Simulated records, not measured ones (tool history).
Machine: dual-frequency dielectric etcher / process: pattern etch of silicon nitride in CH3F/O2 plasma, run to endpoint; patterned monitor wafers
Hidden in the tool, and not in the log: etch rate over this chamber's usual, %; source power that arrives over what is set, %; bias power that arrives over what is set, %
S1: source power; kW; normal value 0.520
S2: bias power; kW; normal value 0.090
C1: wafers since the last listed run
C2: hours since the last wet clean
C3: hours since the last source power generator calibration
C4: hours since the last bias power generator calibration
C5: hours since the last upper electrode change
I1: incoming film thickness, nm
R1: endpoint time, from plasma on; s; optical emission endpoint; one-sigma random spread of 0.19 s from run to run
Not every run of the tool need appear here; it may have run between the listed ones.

run     day     S1     S2   C1     C2      C3      C4      C5    I1    R1
  1   0.000  0.550  0.073    0  134.4  4121.1  3947.1  2386.2  65.3  65.4
  2   1.021  0.460  0.090  129  158.9  4145.6  3971.6  2410.7  65.8  65.9
  3   2.338  0.570  0.105  167  190.5  4177.2  4003.2  2442.3  64.8  57.9
  4   3.454  0.570  0.105  141  217.3  4204.0  4030.0  2469.1  65.5  58.1
  5   4.779  0.570  0.105  168  249.1  4235.8  4061.8  2500.9  64.9  57.8
  6   5.521  0.460  0.082   94  266.9  4253.6  4079.6  2518.7  65.4  66.6
  7   6.204  0.460  0.082   86  283.3  4270.0  4096.0  2535.1  65.2  66.7
  8   6.904  0.460  0.082   88  300.1  4286.8  4112.8  2551.9  66.0  67.1
  9   7.800  0.520  0.099  113  321.6  4308.3  4134.3  2573.4  65.3  60.5
      9.117  -- source power generator calibrated
 10   9.138  0.520  0.099  148  353.7     0.5  4166.4  2605.5  65.2  60.7
 11   9.992  0.580  0.103  108  374.2    21.0  4186.9  2626.0  64.9  57.5
 12  11.471  0.520  0.101  187  409.7    56.5  4222.4  2661.5  65.3  60.3
     12.862  -- bias power generator calibrated
 13  12.967  0.610  0.108  168  445.6    92.4     2.5  2697.4  64.6  55.5
     14.029  -- upper electrode replaced
 14  14.458  0.440  0.083   62  481.4   128.2    38.3    10.3  65.0  66.5
 15  15.225  0.520  0.090   97  499.8   146.6    56.7    28.7  65.4  61.9
     16.529  -- wet clean of the chamber
 16  16.550  0.460  0.082   41    0.5   178.4    88.5    60.5  65.7  68.1
 17  17.292  0.520  0.076   94   18.3   196.2   106.3    78.3  65.2  66.6
 18  18.604  0.470  0.090  166   49.8   227.7   137.8   109.8  64.8  65.1
 19  19.683  0.650  0.069  137   75.7   253.6   163.7   135.7  65.1  63.1
 20  20.946  0.560  0.073  160  106.0   283.9   194.0   166.0  65.2  65.4

Forecast each of these 5 alternatives for the next run:
  A  20.967  0.630  0.090   2  106.5  284.4  194.5  166.5  65.7   ?
  B  20.967  0.560  0.109   2  106.5  284.4  194.5  166.5  65.7   ?
  C  20.967  0.580  0.097   2  106.5  284.4  194.5  166.5  65.7   ?
  D  20.967  0.600  0.084   2  106.5  284.4  194.5  166.5  65.7   ?
  E  20.967  0.400  0.090   2  106.5  284.4  194.5  166.5  65.7   ?

run    R1
  A  59.7
  B  58.6
  C  60.0
  D  61.8
  E  68.4
Take away the tool's hidden state, keep each run's random variation, and the runs would have read:
run    R1
  A  59.7
  B  58.5
  C  59.9
  D  61.8
  E  68.3
